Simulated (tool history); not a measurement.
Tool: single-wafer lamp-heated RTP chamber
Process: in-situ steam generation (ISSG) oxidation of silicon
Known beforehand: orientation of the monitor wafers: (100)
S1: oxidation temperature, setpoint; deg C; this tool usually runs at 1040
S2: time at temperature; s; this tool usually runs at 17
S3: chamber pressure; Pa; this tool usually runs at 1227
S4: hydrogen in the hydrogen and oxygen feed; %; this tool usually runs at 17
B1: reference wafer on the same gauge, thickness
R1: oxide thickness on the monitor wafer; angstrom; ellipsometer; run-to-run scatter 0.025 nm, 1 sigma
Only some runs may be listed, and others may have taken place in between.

{"run": 1, "hour": 0.0, "S1": 1040, "S2": 17, "S3": 1227, "S4": 17, "B1": 5.277, "R1": 53.73}
{"run": 2, "hour": 60.6, "S1": 1040, "S2": 17, "S3": 1227, "S4": 17, "B1": 5.281, "R1": 53.79}
{"run": 3, "hour": 98.7, "S1": 1040, "S2": 17, "S3": 1227, "S4": 17, "B1": 5.296, "R1": 54.44}
{"run": 4, "hour": 166.7, "S1": 1040, "S2": 17, "S3": 1227, "S4": 17, "B1": 5.301, "R1": 53.74}
{"hour": 185.7, "done": "pyrometer window cleaned and pyrometer calibrated"}
{"run": 5, "hour": 212.0, "S1": 1040, "S2": 17, "S3": 1227, "S4": 17, "B1": 5.302, "R1": 54.38}
{"run": 6, "hour": 316.9, "S1": 1040, "S2": 17, "S3": 1227, "S4": 17, "B1": 5.316, "R1": 54.3}
{"run": 7, "hour": 392.2, "S1": 1040, "S2": 17, "S3": 1227, "S4": 17, "B1": 5.319, "R1": 54.38}
{"run": 8, "hour": 431.5, "S1": 1040, "S2": 17, "S3": 1227, "S4": 17, "B1": 5.321, "R1": 54.16}
{"run": 9, "hour": 475.2, "S1": 1040, "S2": 15, "S3": 1227, "S4": 17, "B1": 5.325, "R1": 51.1}
{"run": 10, "hour": 538.4, "S1": 1040, "S2": 17, "S3": 1227, "S4": 17, "B1": 5.331, "R1": 54.65}
{"run": 11, "hour": 609.9, "S1": 1040, "S2": 17, "S3": 1227, "S4": 17, "B1": 5.334, "R1": 54.73}
{"run": 12, "hour": 658.1, "S1": 1040, "S2": 17, "S3": 1227, "S4": 17, "B1": 5.335, "R1": 54.25}
{"hour": 686.6, "done": "pyrometer window cleaned and pyrometer calibrated"}
{"run": 13, "hour": 746.3, "S1": 1040, "S2": 13, "S3": 1040, "S4": 17, "B1": 5.351, "R1": 48.38}
{"run": 14, "hour": 851.7, "S1": 1055, "S2": 21, "S3": 1360, "S4": 20, "B1": 5.337, "R1": 67.36}
{"run": 15, "hour": 954.8, "S1": 1040, "S2": 17, "S3": 1227, "S4": 24, "B1": 5.348, "R1": 59.02}
{"hour": 997.0, "done": "pressure gauge zeroed"}
{"hour": 1050.8, "done": "hydrogen flow controller replaced"}
{"run": 16, "hour": 1053.3, "S1": 1027, "S2": 12, "S3": 1307, "S4": 13, "B1": 5.35, "R1": 40.44}
{"run": 17, "hour": 1123.9, "S1": 1040, "S2": 17, "S3": 1133, "S4": 17, "B1": 5.358, "R1": 55.06}
{"hour": 1164.8, "done": "pyrometer window cleaned and pyrometer calibrated"}
{"run": 18, "hour": 1194.0, "S1": 1040, "S2": 15, "S3": 1227, "S4": 11, "B1": 5.352, "R1": 46.84}
{"hour": 1233.7, "done": "gauge calibrated"}
{"run": 19, "hour": 1298.3, "S1": 1040, "S2": 17, "S3": 1227, "S4": 17, "B1": 5.206, "R1": 53.09}
{"run": 20, "hour": 1351.8, "S1": 1040, "S2": 17, "S3": 1227, "S4": 17, "B1": 5.218, "R1": 53.23}
{"run": 21, "hour": 1404.0, "S1": 1040, "S2": 17, "S3": 1227, "S4": 17, "B1": 5.229, "R1": 53.69}
{"run": 22, "hour": 1457.5, "S1": 1022, "S2": 14, "S3": 1227, "S4": 23, "B1": 5.244, "R1": 47.83}
{"run": 23, "hour": 1524.2, "S1": 1040, "S2": 17, "S3": 1227, "S4": 17, "B1": 5.262, "R1": 53.8}
{"hour": 1585.0, "done": "pyrometer window cleaned and pyrometer calibrated"}
{"run": 24, "hour": 1598.2, "S1": 1040, "S2": 17, "S3": 1227, "S4": 17, "B1": 5.267, "R1": 53.63}
{"run": 25, "hour": 1677.4, "S1": 1057, "S2": 17, "S3": 1360, "S4": 26, "B1": 5.278, "R1": 63.56}

The same runs without the tool's hidden state, with the same run-to-run variation:
Hidden state at play: true wafer temperature minus pyrometer reading, K; true pressure minus gauge reading, Torr; deviation of the hydrogen flow from its setpoint, %; gauge reads high (%).
run=1 R1=52.92
run=2 R1=52.9
run=3 R1=53.49
run=4 R1=52.73
run=5 R1=53.3
run=6 R1=53.13
run=7 R1=53.15
run=8 R1=52.9
run=9 R1=49.89
run=10 R1=53.31
run=11 R1=53.35
run=12 R1=52.86
run=13 R1=47.11
run=14 R1=65.53
run=15 R1=57.38
run=16 R1=39.29
run=17 R1=53.48
run=18 R1=45.49
run=19 R1=53.04
run=20 R1=53.05
run=21 R1=53.39
run=22 R1=47.46
run=23 R1=53.26
run=24 R1=52.98
run=25 R1=62.64
